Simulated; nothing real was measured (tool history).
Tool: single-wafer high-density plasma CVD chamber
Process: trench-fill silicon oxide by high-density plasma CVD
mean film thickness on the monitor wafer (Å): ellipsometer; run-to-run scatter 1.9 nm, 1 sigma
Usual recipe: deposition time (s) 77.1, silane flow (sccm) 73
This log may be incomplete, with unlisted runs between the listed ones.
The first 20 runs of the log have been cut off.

run    hour  deposition time (s)  silane flow (sccm)  wafers since the last listed run  hours since the silane flow controller was replaced  hours since the gauge calibration  read-back reference wafer on the same gauge, thickness_nm  mean film thickness on the monitor wafer (Å)
 21     507                 77.1                  73                               588                                                 31.8                              659.4                                                    381.878                                          5053
 22   541.7                 77.1                  73                               755                                                 66.5                              694.1                                                    381.969                                       5030.29
 23   575.4                 84.5                  82                               733                                                100.2                              727.8                                                    381.928                                       6268.28
 24   602.1                 91.5                  73                               581                                                126.9                              754.5                                                    382.322                                       5987.01
 25     637                 77.1                  76                               760                                                161.8                              789.4                                                    382.263                                       5291.36
 26   654.6                 63.4                  59                               383                                                179.4                                807                                                    382.629                                        3388.2
 27   686.8                 77.1                  73                               701                                                211.6                              839.2                                                    382.331                                       5064.57
 28     711                 77.1                  82                               527                                                235.8                              863.4                                                    382.213                                       5701.69
      741.5  -- silane flow controller replaced, repeated, since the last time left the tool worse
 29     743                 65.1                  63                               522                                                  1.5                              895.4                                                    381.528                                       3457.33
 30   770.6                 72.9                  73                               601                                                 29.1                                923                                                    381.531                                       4459.61
 31   802.8                 67.7                  66                               701                                                 61.3                              955.2                                                    382.199                                       3762.21
 32   821.4                 64.2                  77                               405                                                 79.9                              973.8                                                    381.594                                       4142.77
 33   842.5                 90.9                  61                               459                                                  101                              994.9                                                    381.941                                       4661.26
 34   873.9                 77.1                  61                               683                                                132.4                             1026.3                                                    382.444                                       3932.15
 35     901                 92.4                  64                               590                                                159.5                             1053.4                                                    383.056                                       4988.51
      906.5  -- gauge calibrated
 36   915.3                 77.1                  73                               311                                                173.8                                8.8                                                    382.027                                       4720.98
 37   936.2                 77.1                  65                               455                                                194.7                               29.7                                                    382.217                                       4220.26
 38   949.3                 77.1                  66                               285                                                207.8                               42.8                                                    382.163                                       4255.66
 39  1053.9                 77.1                  73                              2277                                                312.4                              147.4                                                    381.916                                       4693.38
 40    1087                 77.1                  73                               720                                                345.5                              180.5                                                    381.507                                       4729.25
 41  1120.6                 65.1                  63                               731                                                379.1                              214.1                                                     382.45                                       3444.78
 42  1149.1                 77.1                  73                               620                                                407.6                              242.6                                                    381.924                                       4705.39
 43  1183.4                 63.6                  78                               746                                                441.9                              276.9                                                    381.957                                       4165.24
 44  1213.1                 77.1                  73                               646                                                471.6                              306.6                                                    382.845                                       4769.78

Below are 5 alternative next runs, each starting from the tool's condition after run 44. Predict each:
  A  1213.5                 77.1                  73                                 8                                                  472                                307                                                          ?                                             ?
  B  1213.5                 90.3                  81                                 8                                                  472                                307                                                          ?                                             ?
  C  1213.5                   82                  66                                 8                                                  472                                307                                                          ?                                             ?
  D  1213.5                 72.9                  65                                 8                                                  472                                307                                                          ?                                             ?
  E  1213.5                 82.3                  87                                 8                                                  472                                307                                                          ?                                             ?

run  read-back reference wafer on the same gauge, thickness_nm  mean film thickness on the monitor wafer (Å)
  A                                                      382.4                                       4723.19
  B                                                      382.4                                       6138.06
  C                                                      382.4                                       4541.67
  D                                                      382.4                                       3976.48
  E                                                      382.4                                       6008.65
Stripped of hidden state, with their random variation kept, the same runs would have yielded:
run  mean film thickness on the monitor wafer (Å)
  A                                       4705.66
  B                                       6115.28
  C                                       4524.82
  D                                       3961.73
  E                                       5986.36

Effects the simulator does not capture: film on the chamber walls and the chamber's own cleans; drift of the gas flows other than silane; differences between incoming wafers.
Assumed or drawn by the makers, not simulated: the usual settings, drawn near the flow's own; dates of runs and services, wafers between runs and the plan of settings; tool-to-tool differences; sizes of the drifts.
